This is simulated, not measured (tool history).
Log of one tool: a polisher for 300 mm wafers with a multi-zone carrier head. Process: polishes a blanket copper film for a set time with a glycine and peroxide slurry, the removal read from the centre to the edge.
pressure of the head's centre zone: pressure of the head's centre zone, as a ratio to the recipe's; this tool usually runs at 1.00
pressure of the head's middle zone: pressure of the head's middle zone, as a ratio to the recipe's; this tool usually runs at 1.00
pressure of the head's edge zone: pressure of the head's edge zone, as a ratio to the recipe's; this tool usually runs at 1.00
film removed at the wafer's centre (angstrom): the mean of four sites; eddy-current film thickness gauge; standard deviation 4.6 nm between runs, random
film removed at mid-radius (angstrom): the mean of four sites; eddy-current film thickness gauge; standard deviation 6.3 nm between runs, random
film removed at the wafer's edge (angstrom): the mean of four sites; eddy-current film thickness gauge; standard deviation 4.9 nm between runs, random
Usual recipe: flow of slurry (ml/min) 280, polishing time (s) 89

| run | hour | flow of slurry (ml/min) | pressure of the head's centre zone | pressure of the head's middle zone | pressure of the head's edge zone | polishing time (s) | incoming thickness of the incoming film, nm | film removed at the wafer's centre (angstrom) | film removed at mid-radius (angstrom) | film removed at the wafer's edge (angstrom) |
|---|---|---|---|---|---|---|---|---|---|---|
| 1 | 0.0 | 280 | 1.00 | 1.00 | 1.00 | 89 | 2262.6 | 3815 | 4009 | 3821 |
|  | 6.6 | worn pad replaced by a new one |
| 2 | 16.7 | 280 | 1.00 | 1.00 | 1.00 | 89 | 2220.3 | 4175 | 4189 | 4318 |
| 3 | 52.6 | 235 | 1.00 | 1.00 | 1.00 | 89 | 2214.1 | 3952 | 3995 | 4027 |
| 4 | 66.4 | 235 | 1.00 | 1.00 | 1.00 | 89 | 2266.3 | 3781 | 3901 | 3876 |
| 5 | 76.2 | 235 | 1.00 | 1.00 | 1.00 | 89 | 2183.1 | 3680 | 3896 | 3849 |
| 6 | 87.4 | 280 | 1.00 | 0.92 | 1.00 | 105 | 2237.7 | 4280 | 4073 | 4315 |
|  | 92.1 | worn pad replaced by a new one |
| 7 | 104.6 | 280 | 1.00 | 0.92 | 1.00 | 105 | 2218.2 | 4950 | 4787 | 5073 |
| 8 | 113.2 | 280 | 1.00 | 1.00 | 1.00 | 89 | 2187.5 | 4195 | 4401 | 4262 |
|  | 124.6 | centre zone pressure recalibrated |
| 9 | 126.7 | 310 | 1.00 | 1.00 | 1.00 | 89 | 2258.4 | 4104 | 4289 | 4126 |
| 10 | 142.2 | 280 | 1.07 | 1.00 | 1.00 | 89 | 2235.2 | 4209 | 4161 | 4084 |
|  | 156.2 | worn pad replaced by a new one |
| 11 | 159.0 | 280 | 1.07 | 1.00 | 1.00 | 89 | 2203.3 | 4437 | 4182 | 4303 |
| 12 | 166.3 | 280 | 1.00 | 1.00 | 1.00 | 89 | 2211.5 | 4140 | 4221 | 4171 |
| 13 | 173.3 | 280 | 1.00 | 1.00 | 1.11 | 104 | 2216.2 | 4809 | 4989 | 5207 |
| 14 | 180.6 | 340 | 0.95 | 1.08 | 1.00 | 73 | 2222.1 | 3268 | 3773 | 3479 |
|  | 185.8 | carrier head's membrane replaced by a new one |
|  | 198.1 | slurry nozzle cleaned |
| 15 | 198.6 | 280 | 0.89 | 0.96 | 1.00 | 89 | 2223.1 | 3502 | 3871 | 4061 |
|  | 221.3 | worn pad replaced by a new one |
|  | 229.8 | edge zone pressure recalibrated |
| 16 | 233.8 | 280 | 1.10 | 1.05 | 1.00 | 89 | 2254.3 | 4565 | 4446 | 4300 |
| 17 | 251.4 | 280 | 1.09 | 1.00 | 1.00 | 106 | 2209.0 | 5223 | 4819 | 4956 |
| 18 | 267.8 | 335 | 0.95 | 1.00 | 1.00 | 70 | 2214.8 | 2969 | 3248 | 3254 |
| 19 | 275.9 | 380 | 1.00 | 1.00 | 1.00 | 89 | 2216.4 | 4006 | 4097 | 4119 |
| 20 | 283.3 | 280 | 1.00 | 1.00 | 1.00 | 89 | 2217.6 | 3787 | 3937 | 3868 |
|  | 307.2 | worn pad replaced by a new one |
| 21 | 333.4 | 280 | 1.00 | 0.92 | 1.00 | 89 | 2219.9 | 4125 | 3984 | 4207 |
| 22 | 360.3 | 310 | 1.00 | 1.00 | 1.00 | 89 | 2213.2 | 3930 | 4080 | 4063 |
| 23 | 367.6 | 380 | 1.00 | 1.00 | 1.00 | 61 | 2208.7 | 2730 | 2827 | 2753 |

Alternative continuations, all from the tool just after run 23; predict every row:
| A | 368.0 | 280 | 1.00 | 1.00 | 1.00 | 98 | 2227.0 | ? | ? | ? |
| B | 368.0 | 315 | 1.03 | 1.10 | 1.00 | 98 | 2227.0 | ? | ? | ? |
| C | 368.0 | 280 | 1.00 | 1.00 | 1.08 | 116 | 2227.0 | ? | ? | ? |

| run | film removed at the wafer's centre (angstrom) | film removed at mid-radius (angstrom) | film removed at the wafer's edge (angstrom) |
|---|---|---|---|
| A | 4304 | 4416 | 4279 |
| B | 4477 | 4826 | 4299 |
| C | 5095 | 5226 | 5240 |
Had the tool no hidden state, the same runs would have come out as:
| run | film removed at the wafer's centre (angstrom) | film removed at mid-radius (angstrom) | film removed at the wafer's edge (angstrom) |
|---|---|---|---|
| A | 4694 | 4816 | 4667 |
| B | 4883 | 5264 | 4689 |
| C | 5557 | 5700 | 5715 |

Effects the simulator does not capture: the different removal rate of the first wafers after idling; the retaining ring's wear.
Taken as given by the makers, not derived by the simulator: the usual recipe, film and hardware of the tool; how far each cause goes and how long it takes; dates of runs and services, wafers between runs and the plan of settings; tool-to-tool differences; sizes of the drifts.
